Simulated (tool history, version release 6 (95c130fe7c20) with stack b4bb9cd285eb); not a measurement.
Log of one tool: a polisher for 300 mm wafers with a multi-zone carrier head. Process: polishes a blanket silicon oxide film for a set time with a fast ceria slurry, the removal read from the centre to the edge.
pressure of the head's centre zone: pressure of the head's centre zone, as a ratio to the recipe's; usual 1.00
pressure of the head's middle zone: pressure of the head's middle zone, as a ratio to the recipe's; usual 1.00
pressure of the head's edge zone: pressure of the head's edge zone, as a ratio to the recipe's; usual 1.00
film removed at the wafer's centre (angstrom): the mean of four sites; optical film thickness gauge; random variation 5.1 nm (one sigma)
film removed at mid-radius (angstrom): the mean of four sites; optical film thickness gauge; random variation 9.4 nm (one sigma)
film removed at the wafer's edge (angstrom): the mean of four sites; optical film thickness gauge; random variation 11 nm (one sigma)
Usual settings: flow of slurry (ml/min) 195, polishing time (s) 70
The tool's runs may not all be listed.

| run | hour | flow of slurry (ml/min) | pressure of the head's centre zone | pressure of the head's middle zone | pressure of the head's edge zone | polishing time (s) | wafers since the last listed run | wafers polished on this pad | hours since the slurry nozzle was cleaned | hours since the centre zone pressure was calibrated | hours since the edge zone pressure was calibrated | hours since the carrier head's membrane was replaced | incoming thickness of the incoming film, nm | film removed at the wafer's centre (angstrom) | film removed at mid-radius (angstrom) | film removed at the wafer's edge (angstrom) |
|---|---|---|---|---|---|---|---|---|---|---|---|---|---|---|---|---|
| 1 | 0.0 | 195 | 1.00 | 1.00 | 1.00 | 70 | 0 | 750 | 64.2 | 47.3 | 63.4 | 951.9 | 3574.5 | 8320 | 8179 | 8496 |
| 2 | 20.6 | 135 | 1.03 | 1.00 | 1.07 | 70 | 122 | 872 | 84.8 | 67.9 | 84.0 | 972.5 | 3535.5 | 8027 | 7840 | 8381 |
| 3 | 38.0 | 195 | 0.97 | 0.89 | 1.00 | 70 | 103 | 976 | 102.2 | 85.3 | 101.4 | 989.9 | 3503.3 | 8316 | 7748 | 8679 |
| 4 | 68.8 | 195 | 1.00 | 1.06 | 0.91 | 70 | 183 | 1159 | 133.0 | 116.1 | 132.2 | 1020.7 | 3573.3 | 8595 | 8514 | 8196 |
|  | 81.4 | worn pad replaced by a new one |
| 5 | 87.6 | 195 | 1.00 | 1.00 | 1.00 | 92 | 87 | 36 | 151.8 | 134.9 | 151.0 | 1039.5 | 3629.3 | 11281 | 10675 | 11232 |
|  | 108.1 | carrier head's membrane replaced by a new one |
| 6 | 113.7 | 195 | 1.00 | 0.88 | 0.94 | 70 | 125 | 162 | 177.9 | 161.0 | 177.1 | 5.6 | 3567.6 | 8547 | 7540 | 8273 |
| 7 | 149.5 | 215 | 1.10 | 1.05 | 1.04 | 70 | 212 | 375 | 213.7 | 196.8 | 212.9 | 41.4 | 3570.4 | 9024 | 8774 | 8651 |
| 8 | 178.6 | 195 | 1.00 | 1.00 | 1.00 | 70 | 173 | 548 | 242.8 | 225.9 | 242.0 | 70.5 | 3569.6 | 8556 | 8320 | 8451 |
| 9 | 203.5 | 245 | 1.00 | 1.00 | 1.00 | 65 | 148 | 696 | 267.7 | 250.8 | 266.9 | 95.4 | 3544.6 | 8261 | 7826 | 8020 |
| 10 | 222.1 | 195 | 1.00 | 1.11 | 0.91 | 70 | 110 | 806 | 286.3 | 269.4 | 285.5 | 114.0 | 3590.6 | 8604 | 8979 | 8018 |
| 11 | 252.2 | 225 | 1.00 | 1.00 | 1.00 | 70 | 178 | 985 | 316.4 | 299.5 | 315.6 | 144.1 | 3622.7 | 8703 | 8387 | 8835 |
| 12 | 277.2 | 195 | 1.00 | 1.00 | 1.00 | 70 | 148 | 1134 | 341.4 | 324.5 | 340.6 | 169.1 | 3496.4 | 8570 | 8281 | 8663 |
|  | 295.1 | worn pad replaced by a new one |
| 13 | 305.9 | 195 | 1.00 | 1.00 | 1.00 | 70 | 146 | 64 | 370.1 | 353.2 | 369.3 | 197.8 | 3578.2 | 8712 | 8256 | 8451 |
| 14 | 340.9 | 170 | 1.00 | 1.00 | 1.00 | 70 | 208 | 272 | 405.1 | 388.2 | 404.3 | 232.8 | 3549.1 | 8427 | 8156 | 8524 |
| 15 | 375.7 | 195 | 1.07 | 1.03 | 1.00 | 70 | 206 | 479 | 439.9 | 423.0 | 439.1 | 267.6 | 3543.2 | 8998 | 8473 | 8475 |
| 16 | 399.0 | 135 | 1.00 | 1.00 | 1.00 | 70 | 138 | 617 | 463.2 | 446.3 | 462.4 | 290.9 | 3545.8 | 8210 | 7762 | 8136 |
| 17 | 424.4 | 195 | 1.00 | 1.00 | 1.00 | 48 | 151 | 768 | 488.6 | 471.7 | 487.8 | 316.3 | 3551.7 | 6062 | 5687 | 5908 |
| 18 | 454.8 | 225 | 0.92 | 1.11 | 0.94 | 70 | 180 | 949 | 519.0 | 502.1 | 518.2 | 346.7 | 3578.2 | 8438 | 8827 | 8301 |
| 19 | 476.8 | 195 | 1.00 | 1.00 | 1.00 | 70 | 130 | 1080 | 541.0 | 524.1 | 540.2 | 368.7 | 3601.7 | 8758 | 8275 | 8577 |
| 20 | 502.7 | 195 | 0.92 | 1.08 | 1.12 | 92 | 153 | 1234 | 566.9 | 550.0 | 566.1 | 394.6 | 3568.5 | 10893 | 11423 | 11675 |
| 21 | 538.3 | 225 | 1.00 | 1.00 | 0.95 | 70 | 211 | 1445 | 602.5 | 585.6 | 601.7 | 430.2 | 3580.4 | 8934 | 8492 | 8669 |
|  | 541.0 | slurry nozzle cleaned |
|  | 542.6 | worn pad replaced by a new one |
| 22 | 570.8 | 195 | 1.00 | 1.00 | 1.00 | 70 | 178 | 167 | 29.8 | 618.1 | 634.2 | 462.7 | 3509.2 | 8853 | 8030 | 8566 |
| 23 | 605.2 | 195 | 1.00 | 1.00 | 1.00 | 70 | 204 | 372 | 64.2 | 652.5 | 668.6 | 497.1 | 3557.1 | 8693 | 8186 | 8476 |

Forecast each of these 3 alternatives for the next run:
| A | 605.6 | 195 | 1.00 | 1.00 | 1.00 | 70 | 2 | 374 | 64.6 | 652.9 | 669.0 | 497.5 | 3556.5 | ? | ? | ? |
| B | 605.6 | 230 | 1.00 | 1.04 | 0.97 | 51 | 2 | 374 | 64.6 | 652.9 | 669.0 | 497.5 | 3556.5 | ? | ? | ? |
| C | 605.6 | 195 | 1.00 | 1.00 | 0.88 | 70 | 2 | 374 | 64.6 | 652.9 | 669.0 | 497.5 | 3556.5 | ? | ? | ? |

| run | film removed at the wafer's centre (angstrom) | film removed at mid-radius (angstrom) | film removed at the wafer's edge (angstrom) |
|---|---|---|---|
| A | 8707 | 8121 | 8450 |
| B | 6486 | 6211 | 6154 |
| C | 8707 | 8123 | 7960 |
Without the tool's hidden state the same runs would have given:
| run | film removed at the wafer's centre (angstrom) | film removed at mid-radius (angstrom) | film removed at the wafer's edge (angstrom) |
|---|---|---|---|
| A | 8226 | 8124 | 8451 |
| B | 6128 | 6213 | 6154 |
| C | 8226 | 8125 | 7960 |

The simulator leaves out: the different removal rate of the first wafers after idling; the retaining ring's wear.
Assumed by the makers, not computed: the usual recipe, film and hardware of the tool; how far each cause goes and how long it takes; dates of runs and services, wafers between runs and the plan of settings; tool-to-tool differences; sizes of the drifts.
